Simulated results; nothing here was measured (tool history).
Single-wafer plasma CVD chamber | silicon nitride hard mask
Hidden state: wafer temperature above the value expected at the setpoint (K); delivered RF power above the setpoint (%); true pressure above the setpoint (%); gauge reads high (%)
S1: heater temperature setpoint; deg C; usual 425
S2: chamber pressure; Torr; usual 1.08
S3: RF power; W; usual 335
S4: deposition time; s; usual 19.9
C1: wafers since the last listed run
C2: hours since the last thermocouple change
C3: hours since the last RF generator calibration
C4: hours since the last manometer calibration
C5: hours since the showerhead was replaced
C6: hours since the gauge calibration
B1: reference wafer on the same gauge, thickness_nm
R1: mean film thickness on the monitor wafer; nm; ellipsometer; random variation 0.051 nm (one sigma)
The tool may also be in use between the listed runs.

run	hour	S1	S2	S3	S4	C1	C2	C3	C4	C5	C6	B1	R1
1	0	425	1.08	335	19.9	0	1871.6	1698.6	1201.5	7385.1	97.7	21.709	21.003
2	21.9	425	1.08	335	19.9	693	1893.5	1720.5	1223.4	7407	119.6	21.688	20.929
3	51	425	1.08	285	19.9	921	1922.6	1749.6	1252.5	7436.1	148.7	21.702	18.38
4	80.2	425	1.08	285	19.9	924	1951.8	1778.8	1281.7	7465.3	177.9	21.701	18.305
# hour 136: capacitance manometer re-zeroed and calibrated
5	136.5	425	1.08	285	19.9	1528	2008.1	1835.1	0.5	7521.6	234.2	21.693	18.232
6	171.7	425	1.08	335	19.9	1114	2043.3	1870.3	35.7	7556.8	269.4	21.705	20.783
# hour 183.5: thermocouple changed; heater temperature recalibrated
# hour 184.9: gauge calibrated
7	196.1	425	1.08	335	19.9	519	12.6	1894.7	60.1	7581.2	11.2	21.688	20.809
8	230.2	425	1.08	335	22.3	1079	46.7	1928.8	94.2	7615.3	45.3	21.714	23.233
9	253	425	1.08	335	19.9	721	69.5	1951.6	117	7638.1	68.1	21.695	20.754
# hour 279.4: showerhead replaced
# hour 310.5: RF generator calibrated
10	349.7	425	1.08	335	19.9	2554	166.2	39.2	213.7	70.3	164.8	21.708	21.791
11	376.3	421	1.16	280	17	841	192.8	65.8	240.3	96.9	191.4	21.69	16.518
12	395.9	425	0.95	290	19.9	620	212.4	85.4	259.9	116.5	211	21.707	18.284
13	408	418	1.08	335	19.9	382	224.5	97.5	272	128.6	223.1	21.698	21.853
14	423.2	425	1.08	375	19.9	481	239.7	112.7	287.2	143.8	238.3	21.704	23.662

Forecast each of these 4 alternatives for the next run:
A	423.6	425	1.08	395	19.9	12	240.1	113.1	287.6	144.2	238.7	?	?
B	423.6	425	0.84	335	23	12	240.1	113.1	287.6	144.2	238.7	?	?
C	423.6	425	1.08	285	22.6	12	240.1	113.1	287.6	144.2	238.7	?	?
D	423.6	425	1.08	280	19.9	12	240.1	113.1	287.6	144.2	238.7	?	?

run	B1	R1
A	21.704	24.608
B	21.704	22.439
C	21.704	21.787
D	21.704	18.901
Without the tool's hidden state the same runs would have given:
run	R1
A	24.695
B	22.525
C	21.877
D	18.982
